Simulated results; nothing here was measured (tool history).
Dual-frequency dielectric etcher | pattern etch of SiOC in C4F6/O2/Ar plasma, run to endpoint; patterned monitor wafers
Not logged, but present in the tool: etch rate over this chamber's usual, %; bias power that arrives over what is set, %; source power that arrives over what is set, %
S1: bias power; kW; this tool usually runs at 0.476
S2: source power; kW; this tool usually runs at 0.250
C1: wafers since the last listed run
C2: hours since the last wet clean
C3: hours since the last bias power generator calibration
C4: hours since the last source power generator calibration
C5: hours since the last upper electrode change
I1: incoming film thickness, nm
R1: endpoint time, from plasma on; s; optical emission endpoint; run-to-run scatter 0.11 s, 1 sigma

| run | hour | S1 | S2 | C1 | C2 | C3 | C4 | C5 | I1 | R1 |
|---|---|---|---|---|---|---|---|---|---|---|
| 1 | 0.0 | 0.476 | 0.220 | 0 | 166.3 | 4448.2 | 2045.8 | 4697.5 | 33.58 | 15.3 |
| 2 | 15.6 | 0.476 | 0.250 | 213 | 181.9 | 4463.8 | 2061.4 | 4713.1 | 33.45 | 14.0 |
| 3 | 31.1 | 0.476 | 0.250 | 212 | 197.4 | 4479.3 | 2076.9 | 4728.6 | 33.39 | 14.1 |
| 4 | 47.7 | 0.476 | 0.250 | 227 | 214.0 | 4495.9 | 2093.5 | 4745.2 | 33.38 | 14.0 |
| 5 | 60.7 | 0.476 | 0.250 | 178 | 227.0 | 4508.9 | 2106.5 | 4758.2 | 33.67 | 14.1 |
| 6 | 77.3 | 0.476 | 0.250 | 227 | 243.6 | 4525.5 | 2123.1 | 4774.8 | 33.48 | 14.2 |
| 7 | 92.1 | 0.476 | 0.250 | 202 | 258.4 | 4540.3 | 2137.9 | 4789.6 | 33.60 | 14.2 |
| 8 | 106.8 | 0.476 | 0.250 | 201 | 273.1 | 4555.0 | 2152.6 | 4804.3 | 33.27 | 14.1 |
| 9 | 119.1 | 0.476 | 0.250 | 168 | 285.4 | 4567.3 | 2164.9 | 4816.6 | 33.42 | 14.2 |
| 10 | 134.3 | 0.526 | 0.270 | 208 | 300.6 | 4582.5 | 2180.1 | 4831.8 | 33.28 | 13.0 |
| 11 | 148.6 | 0.526 | 0.270 | 196 | 314.9 | 4596.8 | 2194.4 | 4846.1 | 33.14 | 13.0 |
| 12 | 161.9 | 0.476 | 0.270 | 182 | 328.2 | 4610.1 | 2207.7 | 4859.4 | 33.26 | 13.5 |
| 13 | 168.6 | 0.476 | 0.230 | 91 | 334.9 | 4616.8 | 2214.4 | 4866.1 | 33.24 | 14.8 |
| 14 | 183.8 | 0.551 | 0.300 | 208 | 350.1 | 4632.0 | 2229.6 | 4881.3 | 33.52 | 12.2 |
| 15 | 199.8 | 0.417 | 0.280 | 219 | 366.1 | 4648.0 | 2245.6 | 4897.3 | 33.38 | 14.3 |
|  | 212.5 | bias power generator calibrated |
| 16 | 214.2 | 0.431 | 0.210 | 142 | 380.5 | 1.7 | 2260.0 | 4911.7 | 33.45 | 16.5 |
|  | 225.6 | source power generator calibrated |
|  | 243.6 | wet clean of the chamber |
| 17 | 244.1 | 0.516 | 0.270 | 107 | 0.5 | 31.6 | 18.5 | 4941.6 | 33.58 | 12.8 |
| 18 | 244.4 | 0.574 | 0.270 | 4 | 0.8 | 31.9 | 18.8 | 4941.9 | 33.33 | 12.1 |
| 19 | 247.1 | 0.385 | 0.220 | 37 | 3.5 | 34.6 | 21.5 | 4944.6 | 33.60 | 16.2 |
| 20 | 261.1 | 0.585 | 0.300 | 191 | 17.5 | 48.6 | 35.5 | 4958.6 | 33.40 | 11.4 |
| 21 | 269.0 | 0.545 | 0.250 | 108 | 25.4 | 56.5 | 43.4 | 4966.5 | 33.40 | 13.0 |
| 22 | 279.9 | 0.476 | 0.250 | 149 | 36.3 | 67.4 | 54.3 | 4977.4 | 33.28 | 13.8 |
| 23 | 296.9 | 0.476 | 0.210 | 233 | 53.3 | 84.4 | 71.3 | 4994.4 | 33.75 | 15.0 |
| 24 | 305.7 | 0.476 | 0.250 | 120 | 62.1 | 93.2 | 80.1 | 5003.2 | 33.55 | 14.0 |
| 25 | 312.8 | 0.557 | 0.250 | 97 | 69.2 | 100.3 | 87.2 | 5010.3 | 33.69 | 13.1 |
|  | 339.5 | upper electrode replaced |
| 26 | 365.1 | 0.476 | 0.250 | 387 | 121.5 | 152.6 | 139.5 | 25.6 | 33.38 | 13.8 |
| 27 | 373.0 | 0.521 | 0.250 | 108 | 129.4 | 160.5 | 147.4 | 33.5 | 33.18 | 13.3 |
| 28 | 390.5 | 0.521 | 0.310 | 239 | 146.9 | 178.0 | 164.9 | 51.0 | 33.22 | 11.7 |
| 29 | 406.2 | 0.419 | 0.220 | 215 | 162.6 | 193.7 | 180.6 | 66.7 | 32.93 | 15.7 |
| 30 | 413.5 | 0.476 | 0.250 | 100 | 169.9 | 201.0 | 187.9 | 74.0 | 33.81 | 14.2 |
| 31 | 425.2 | 0.476 | 0.310 | 160 | 181.6 | 212.7 | 199.6 | 85.7 | 33.23 | 12.3 |
| 32 | 436.2 | 0.564 | 0.210 | 150 | 192.6 | 223.7 | 210.6 | 96.7 | 33.52 | 14.4 |
| 33 | 450.9 | 0.405 | 0.250 | 201 | 207.3 | 238.4 | 225.3 | 111.4 | 33.52 | 15.0 |
| 34 | 463.6 | 0.476 | 0.250 | 174 | 220.0 | 251.1 | 238.0 | 124.1 | 33.66 | 14.3 |

What differs in the tool's unlogged condition from the final listed run ahead of each entry between runs to the first listed run following it?
From run 15 to run 16: bias power generator calibrated (hour 212.5)
  etch rate over this chamber's usual, %: -4.72 -> -4.91
  measured less the result without the state, R1: +0.6 -> +0.8 s
From run 16 to run 17: source power generator calibrated (hour 225.6); wet clean of the chamber (hour 243.6)
  etch rate over this chamber's usual, %: -4.91 -> -0.28
  measured less the result without the state, R1: +0.8 -> +0.0 s
From run 25 to run 26: upper electrode replaced (hour 339.5)
  etch rate over this chamber's usual, %: -1.18 -> -1.87
  measured less the result without the state, R1: +0.1 -> +0.3 s

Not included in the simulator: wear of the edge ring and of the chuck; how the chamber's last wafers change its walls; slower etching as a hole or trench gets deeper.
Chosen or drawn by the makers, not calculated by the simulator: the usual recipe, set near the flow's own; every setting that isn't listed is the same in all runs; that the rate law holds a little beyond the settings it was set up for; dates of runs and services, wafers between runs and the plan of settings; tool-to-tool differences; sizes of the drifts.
